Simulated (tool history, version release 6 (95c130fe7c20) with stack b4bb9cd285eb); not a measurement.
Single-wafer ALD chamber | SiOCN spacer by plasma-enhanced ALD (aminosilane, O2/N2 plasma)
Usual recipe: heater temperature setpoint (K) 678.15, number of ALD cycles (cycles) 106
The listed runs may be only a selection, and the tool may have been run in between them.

run    hour  heater temperature setpoint (K)  number of ALD cycles (cycles)  wafers since the last listed run  hours since the last thermocouple change  hours since the gauge calibration  read-back reference wafer on the same gauge, thickness_nm  mean film thickness on the monitor wafer (nm)
  1       0                           678.15                            106                                 0                                    1211.2                              213.4                                                      5.001                                          6.036
  2    40.4                           678.15                            106                               133                                    1251.6                              253.8                                                      4.999                                          6.039
  3    67.2                           687.15                            106                                88                                    1278.4                              280.6                                                          5                                          5.913
  4    93.8                           687.15                            106                                87                                      1305                              307.2                                                      5.001                                          5.885
  5   121.8                           678.15                            106                                92                                      1333                              335.2                                                      5.002                                          6.005
  6     157                           678.15                            106                               116                                    1368.2                              370.4                                                      4.999                                          6.027
  7   182.6                           678.15                            106                                84                                    1393.8                                396                                                          5                                          6.052
  8     242                           678.15                            106                               195                                    1453.2                              455.4                                                          5                                          6.046
  9   449.8                           678.15                            106                               685                                      1661                              663.2                                                          5                                          6.033
      494.4  -- thermocouple changed; heater temperature recalibrated
 10   504.8                           678.15                            106                               155                                      10.4                              718.2                                                      5.001                                          5.926
 11   536.4                           678.15                            106                               104                                        42                              749.8                                                          5                                          5.917
 12   563.3                           668.15                             93                                88                                      68.9                              776.7                                                      4.997                                          5.263
 13   594.4                           678.15                             88                               102                                       100                              807.8                                                      5.001                                          4.943
        603  -- gauge calibrated
 14   621.3                           670.15                             88                                88                                     126.9                               18.3                                                      4.995                                          5.003
 15     692                           685.15                            115                               233                                     197.6                                 89                                                      5.001                                           6.31
 16   757.8                           687.15                            106                               217                                     263.4                              154.8                                                      4.998                                          5.798
 17   811.3                           678.15                            106                               176                                     316.9                              208.3                                                          5                                          5.964
 18   878.8                           678.15                            114                               222                                     384.4                              275.8                                                      4.999                                          6.415
 19   943.6                           682.15                            127                               213                                     449.2                              340.6                                                      5.001                                          7.063
 20  1014.1                           691.15                             96                               232                                     519.7                              411.1                                                      5.002                                           5.23
 21  1226.8                           691.15                            101                               701                                     732.4                              623.8                                                      4.998                                          5.495
 22  1260.3                           678.15                            106                               110                                     765.9                              657.3                                                          5                                          6.023
 23  1307.5                           672.15                             87                               155                                     813.1                              704.5                                                      5.002                                          4.925

Predict each of these 4 candidate next runs independently; none follows another, all start after run 23:
  A  1308.1                           678.15                            106                                 1                                     813.7                              705.1                                                          ?                                              ?
  B  1308.1                           673.15                             88                                 1                                     813.7                              705.1                                                          ?                                              ?
  C  1308.1                           674.15                            127                                 1                                     813.7                              705.1                                                          ?                                              ?
  D  1308.1                           664.15                             87                                 1                                     813.7                              705.1                                                          ?                                              ?

run  read-back reference wafer on the same gauge, thickness_nm  mean film thickness on the monitor wafer (nm)
  A                                                      4.999                                          5.999
  B                                                      4.999                                          5.003
  C                                                      4.999                                          7.221
  D                                                      4.999                                          4.947
What these runs would have given with no unlogged condition in the tool:
run  mean film thickness on the monitor wafer (nm)
  A                                          5.936
  B                                          5.003
  C                                          7.199
  D                                          4.947

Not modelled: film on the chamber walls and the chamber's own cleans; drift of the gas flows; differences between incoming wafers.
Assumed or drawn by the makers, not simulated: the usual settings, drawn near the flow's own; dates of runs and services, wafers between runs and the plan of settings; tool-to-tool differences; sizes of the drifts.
